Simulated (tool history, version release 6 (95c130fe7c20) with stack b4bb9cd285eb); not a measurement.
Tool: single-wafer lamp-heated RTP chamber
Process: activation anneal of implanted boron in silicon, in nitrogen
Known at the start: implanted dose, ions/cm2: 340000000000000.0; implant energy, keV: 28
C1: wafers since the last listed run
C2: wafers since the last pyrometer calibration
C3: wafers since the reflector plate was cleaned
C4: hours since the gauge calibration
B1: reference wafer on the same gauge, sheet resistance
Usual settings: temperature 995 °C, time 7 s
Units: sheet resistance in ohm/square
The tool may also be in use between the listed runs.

{"run": 1, "hour": 0.0, "temperature": 995, "time": 7, "C1": 0, "C2": 2199, "C3": 5315, "C4": 844.5, "B1": 290.8, "sheet resistance": 297.87}
{"run": 2, "hour": 15.5, "temperature": 995, "time": 7, "C1": 251, "C2": 2450, "C3": 5566, "C4": 860, "B1": 291.23, "sheet resistance": 293.51}
{"hour": 34.1, "done": "pyrometer window cleaned and pyrometer calibrated"}
{"run": 3, "hour": 50.7, "temperature": 995, "time": 7, "C1": 440, "C2": 268, "C3": 6006, "C4": 895.2, "B1": 291.17, "sheet resistance": 298.9}
{"run": 4, "hour": 66.5, "temperature": 995, "time": 7, "C1": 255, "C2": 524, "C3": 6262, "C4": 911, "B1": 290.98, "sheet resistance": 297.68}
{"run": 5, "hour": 129.4, "temperature": 995, "time": 5, "C1": 1019, "C2": 1543, "C3": 7281, "C4": 973.9, "B1": 290.96, "sheet resistance": 295.93}
{"run": 6, "hour": 158.3, "temperature": 995, "time": 5, "C1": 468, "C2": 2011, "C3": 7750, "C4": 1002.8, "B1": 290.97, "sheet resistance": 295.72}
{"run": 7, "hour": 175.7, "temperature": 974, "time": 7, "C1": 281, "C2": 2293, "C3": 8032, "C4": 1020.2, "B1": 290.73, "sheet resistance": 305.9}
{"run": 8, "hour": 197.5, "temperature": 974, "time": 7, "C1": 353, "C2": 2647, "C3": 8385, "C4": 1042, "B1": 290.98, "sheet resistance": 306.56}
{"run": 9, "hour": 218.1, "temperature": 976, "time": 9, "C1": 333, "C2": 2980, "C3": 8718, "C4": 1062.6, "B1": 291.03, "sheet resistance": 301.94}
{"hour": 231.0, "done": "pyrometer window cleaned and pyrometer calibrated"}
{"run": 10, "hour": 237.9, "temperature": 976, "time": 9, "C1": 191, "C2": 112, "C3": 8910, "C4": 1082.4, "B1": 291.03, "sheet resistance": 313.88}
{"run": 11, "hour": 253.3, "temperature": 995, "time": 7, "C1": 249, "C2": 361, "C3": 9159, "C4": 1097.8, "B1": 290.79, "sheet resistance": 296.66}
{"hour": 266.8, "done": "gauge calibrated"}
{"run": 12, "hour": 283.7, "temperature": 995, "time": 7, "C1": 492, "C2": 854, "C3": 9652, "C4": 16.9, "B1": 291.03, "sheet resistance": 296.22}
{"run": 13, "hour": 295.7, "temperature": 995, "time": 7, "C1": 194, "C2": 1048, "C3": 9846, "C4": 28.9, "B1": 291.25, "sheet resistance": 295.8}
{"hour": 356.9, "done": "reflector plate cleaned"}
{"run": 14, "hour": 377.7, "temperature": 995, "time": 7, "C1": 1198, "C2": 2247, "C3": 337, "C4": 110.9, "B1": 290.94, "sheet resistance": 297.18}
{"run": 15, "hour": 391.5, "temperature": 995, "time": 7, "C1": 223, "C2": 2470, "C3": 561, "C4": 124.7, "B1": 290.88, "sheet resistance": 295.64}
{"run": 16, "hour": 420.4, "temperature": 995, "time": 7, "C1": 468, "C2": 2939, "C3": 1029, "C4": 153.6, "B1": 290.9, "sheet resistance": 294.85}
{"hour": 438.9, "done": "pyrometer window cleaned and pyrometer calibrated"}
{"run": 17, "hour": 441.6, "temperature": 995, "time": 7, "C1": 213, "C2": 44, "C3": 1243, "C4": 174.8, "B1": 290.89, "sheet resistance": 302.22}
{"run": 18, "hour": 455.1, "temperature": 995, "time": 11, "C1": 218, "C2": 263, "C3": 1462, "C4": 188.3, "B1": 290.96, "sheet resistance": 298.82}
{"run": 19, "hour": 485.0, "temperature": 995, "time": 7, "C1": 484, "C2": 747, "C3": 1946, "C4": 218.2, "B1": 291.19, "sheet resistance": 299.38}
{"run": 20, "hour": 508.3, "temperature": 1021, "time": 9, "C1": 377, "C2": 1125, "C3": 2323, "C4": 241.5, "B1": 290.95, "sheet resistance": 288.79}
{"run": 21, "hour": 528.5, "temperature": 981, "time": 7, "C1": 327, "C2": 1452, "C3": 2651, "C4": 261.7, "B1": 291.01, "sheet resistance": 306.18}
{"run": 22, "hour": 550.4, "temperature": 995, "time": 4, "C1": 354, "C2": 1807, "C3": 3006, "C4": 283.6, "B1": 290.91, "sheet resistance": 299.44}
{"run": 23, "hour": 578.2, "temperature": 987, "time": 7, "C1": 450, "C2": 2257, "C3": 3456, "C4": 311.4, "B1": 291.02, "sheet resistance": 300.16}
{"hour": 614.9, "done": "pyrometer window cleaned and pyrometer calibrated"}
{"run": 24, "hour": 615.4, "temperature": 977, "time": 4, "C1": 473, "C2": 8, "C3": 3929, "C4": 348.6, "B1": 290.8, "sheet resistance": 318.05}
{"run": 25, "hour": 627.5, "temperature": 995, "time": 5, "C1": 196, "C2": 204, "C3": 4125, "C4": 360.7, "B1": 291.04, "sheet resistance": 299.05}
{"run": 26, "hour": 661.3, "temperature": 970, "time": 5, "C1": 547, "C2": 752, "C3": 4673, "C4": 394.5, "B1": 291.25, "sheet resistance": 324.06}
{"run": 27, "hour": 692.4, "temperature": 995, "time": 4, "C1": 503, "C2": 1256, "C3": 5177, "C4": 425.6, "B1": 290.92, "sheet resistance": 296.59}
{"run": 28, "hour": 719.8, "temperature": 1020, "time": 4, "C1": 443, "C2": 1700, "C3": 5620, "C4": 453, "B1": 290.92, "sheet resistance": 289.41}
{"run": 29, "hour": 741.0, "temperature": 987, "time": 4, "C1": 343, "C2": 2043, "C3": 5964, "C4": 474.2, "B1": 290.87, "sheet resistance": 300.02}
{"run": 30, "hour": 773.4, "temperature": 995, "time": 7, "C1": 524, "C2": 2568, "C3": 6489, "C4": 506.6, "B1": 291.09, "sheet resistance": 294.49}
{"hour": 786.2, "done": "pyrometer window cleaned and pyrometer calibrated"}
{"run": 31, "hour": 790.8, "temperature": 984, "time": 4, "C1": 152, "C2": 74, "C3": 6641, "C4": 524, "B1": 290.64, "sheet resistance": 311.33}
{"run": 32, "hour": 821.5, "temperature": 995, "time": 7, "C1": 497, "C2": 571, "C3": 7138, "C4": 554.7, "B1": 290.96, "sheet resistance": 298.22}
{"run": 33, "hour": 837.8, "temperature": 1018, "time": 7, "C1": 264, "C2": 835, "C3": 7403, "C4": 571, "B1": 290.93, "sheet resistance": 290.33}
{"run": 34, "hour": 863.0, "temperature": 995, "time": 7, "C1": 408, "C2": 1244, "C3": 7811, "C4": 596.2, "B1": 291.28, "sheet resistance": 295.42}
{"run": 35, "hour": 878.5, "temperature": 995, "time": 7, "C1": 251, "C2": 1495, "C3": 8062, "C4": 611.7, "B1": 290.89, "sheet resistance": 296.7}
{"run": 36, "hour": 900.0, "temperature": 995, "time": 7, "C1": 348, "C2": 1843, "C3": 8410, "C4": 633.2, "B1": 291.25, "sheet resistance": 296.79}

The tool's hidden state at each run:
gauge reads high (%): 0 in every run
H1: true wafer temperature minus pyrometer reading, K
H2: wafer temperature error from the tarnished reflector plate, K
run=1 H1=9.04 H2=3.95
run=2 H1=10 H2=4.1
run=3 H1=2.55 H2=4.46
run=4 H1=3.56 H2=4.62
run=5 H1=7.57 H2=5.26
run=6 H1=9.42 H2=5.55
run=7 H1=10.5 H2=5.72
run=8 H1=11.9 H2=5.94
run=9 H1=13.2 H2=6.15
run=10 H1=1.39 H2=6.35
run=11 H1=2.37 H2=6.51
run=12 H1=4.31 H2=6.82
run=13 H1=5.08 H2=6.94
run=14 H1=10.3 H2=1.23
run=15 H1=11.2 H2=1.37
run=16 H1=13 H2=1.66
run=17 H1=0.423 H2=1.88
run=18 H1=1.28 H2=2.01
run=19 H1=3.19 H2=2.31
run=20 H1=4.68 H2=2.55
run=21 H1=5.97 H2=2.75
run=22 H1=7.37 H2=2.98
run=23 H1=9.14 H2=3.26
run=24 H1=1.44 H2=3.63
run=25 H1=2.22 H2=3.75
run=26 H1=4.37 H2=4.1
run=27 H1=6.36 H2=4.41
run=28 H1=8.11 H2=4.69
run=29 H1=9.46 H2=4.9
run=30 H1=11.5 H2=5.23
run=31 H1=0.303 H2=5.41
run=32 H1=2.26 H2=5.72
run=33 H1=3.3 H2=5.88
run=34 H1=4.91 H2=6.14
run=35 H1=5.9 H2=6.29
run=36 H1=7.27 H2=6.51
